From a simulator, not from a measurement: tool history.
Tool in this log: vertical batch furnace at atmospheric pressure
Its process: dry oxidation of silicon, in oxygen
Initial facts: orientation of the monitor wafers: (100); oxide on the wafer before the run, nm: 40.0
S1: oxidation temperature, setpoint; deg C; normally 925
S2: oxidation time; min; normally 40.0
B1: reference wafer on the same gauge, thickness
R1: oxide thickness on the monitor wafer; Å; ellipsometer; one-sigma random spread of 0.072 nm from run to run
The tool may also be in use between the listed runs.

Run 1, hour 0.0: usual settings; B1 47.61. Result: R1 477.4 Å.
Run 2, hour 14.0: usual settings but S1 935 deg C, S2 28.0 min; B1 47.58. Result: R1 462.1 Å.
Run 3, hour 31.9: usual settings but S1 935 deg C, S2 28.0 min; B1 47.55. Result: R1 460.7 Å.
Run 4, hour 44.8: usual settings; B1 47.52. Result: R1 477.1 Å.
Run 5, hour 55.6: usual settings; B1 47.49. Result: R1 477.2 Å.
Run 6, hour 71.2: usual settings; B1 47.43. Result: R1 475.8 Å.
Run 7, hour 107.7: usual settings; B1 47.35. Result: R1 474.7 Å.
Run 8, hour 116.7: usual settings but S1 933 deg C; B1 47.32. Result: R1 485.8 Å.
Run 9, hour 133.3: usual settings but S1 933 deg C; B1 47.25. Result: R1 485.9 Å.
Run 10, hour 149.0: usual settings; B1 47.19. Result: R1 475.2 Å.
At hour 174.2: gauge calibrated.
At hour 174.3: thermocouples replaced and temperature profile calibrated.
Run 11, hour 174.8: usual settings but S1 948 deg C, S2 23.5 min; B1 47.68. Result: R1 463.0 Å.
Run 12, hour 178.7: usual settings; B1 47.71. Result: R1 477.7 Å.
At hour 200.8: boat lift adjusted.
Run 13, hour 201.3: usual settings but S2 23.5 min; B1 47.67. Result: R1 444.5 Å.
Run 14, hour 205.2: usual settings but S1 941 deg C, S2 59.0 min; B1 47.66. Result: R1 548.3 Å.
Run 15, hour 209.2: usual settings but S1 949 deg C, S2 49.5 min; B1 47.69. Result: R1 539.0 Å.
Run 16, hour 214.3: usual settings but S1 941 deg C, S2 35.0 min; B1 47.66. Result: R1 487.4 Å.
Run 17, hour 230.1: usual settings but S1 942 deg C; B1 47.64. Result: R1 500.0 Å.

What will run 18 give?
Run 18, hour 243.4: usual settings but S1 913 deg C, S2 53.5 min; B1 ?. Result: R1 ?.

{"run 18": {"B1": 47.65, "R1": 487.4}}
With the hidden condition absent and the run-to-run variation left alone, this run would have shown R1 488.0 Å.
